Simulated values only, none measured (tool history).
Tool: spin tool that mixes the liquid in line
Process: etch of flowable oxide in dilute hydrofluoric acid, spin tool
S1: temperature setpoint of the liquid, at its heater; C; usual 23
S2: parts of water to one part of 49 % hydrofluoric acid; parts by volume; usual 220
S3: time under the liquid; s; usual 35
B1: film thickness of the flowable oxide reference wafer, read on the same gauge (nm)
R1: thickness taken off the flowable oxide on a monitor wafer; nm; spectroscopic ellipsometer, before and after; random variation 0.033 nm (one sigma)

Run 1, hour 0: usual settings; B1 50. Result: R1 5 nm.
Run 2, hour 77.9: usual settings; B1 50.01. Result: R1 4.97 nm.
Run 3, hour 280: usual settings; B1 50. Result: R1 4.91 nm.
Run 4, hour 327: usual settings but S3 20 s; B1 50. Result: R1 2.75 nm.
Run 5, hour 406: usual settings but S3 20 s; B1 49.98. Result: R1 2.74 nm.
At hour 481.3: hydrofluoric acid flow meter replaced.
Run 6, hour 489.2: usual settings but S3 20 s; B1 50.03. Result: R1 2.86 nm.
At hour 515.8: thermometer replaced.
Run 7, hour 724.8: usual settings but S2 160 parts by volume; B1 50. Result: R1 7.21 nm.
Run 8, hour 785.1: usual settings but S2 160 parts by volume; B1 50.03. Result: R1 7.2 nm.
Run 9, hour 863.8: usual settings but S1 26 C; B1 50.04. Result: R1 5.34 nm.
Run 10, hour 905: usual settings; B1 49.99. Result: R1 4.82 nm.
At hour 966.7: hydrofluoric acid flow meter replaced.
Run 11, hour 977.1: usual settings; B1 50. Result: R1 5.09 nm.
At hour 1173.5: thermometer replaced.
Run 12, hour 1223.7: usual settings; B1 50. Result: R1 4.93 nm.
Run 13, hour 1265.9: usual settings; B1 49.99. Result: R1 4.89 nm.
Run 14, hour 1343.8: usual settings; B1 49.97. Result: R1 4.94 nm.
Run 15, hour 1393.5: usual settings but S1 27.5 C, S2 180 parts by volume, S3 30 s; B1 50.02. Result: R1 6.23 nm.
Run 16, hour 1464.3: usual settings but S1 24.5 C, S3 25 s; B1 49.99. Result: R1 3.62 nm.
At hour 1494.5: gauge calibrated.
At hour 1500.1: hydrofluoric acid flow meter replaced.
Run 17, hour 1555.7: usual settings but S2 260 parts by volume, S3 30 s; B1 50.01. Result: R1 3.48 nm.

Forecast run 18:
Run 18, hour 1658.6: usual settings but S1 26 C, S3 20 s; B1 ?. Result: R1 ?.

Run 18 gave B1 50, R1 3.17 nm.
Without the tool's hidden state the same run would have given R1 3.24 nm.

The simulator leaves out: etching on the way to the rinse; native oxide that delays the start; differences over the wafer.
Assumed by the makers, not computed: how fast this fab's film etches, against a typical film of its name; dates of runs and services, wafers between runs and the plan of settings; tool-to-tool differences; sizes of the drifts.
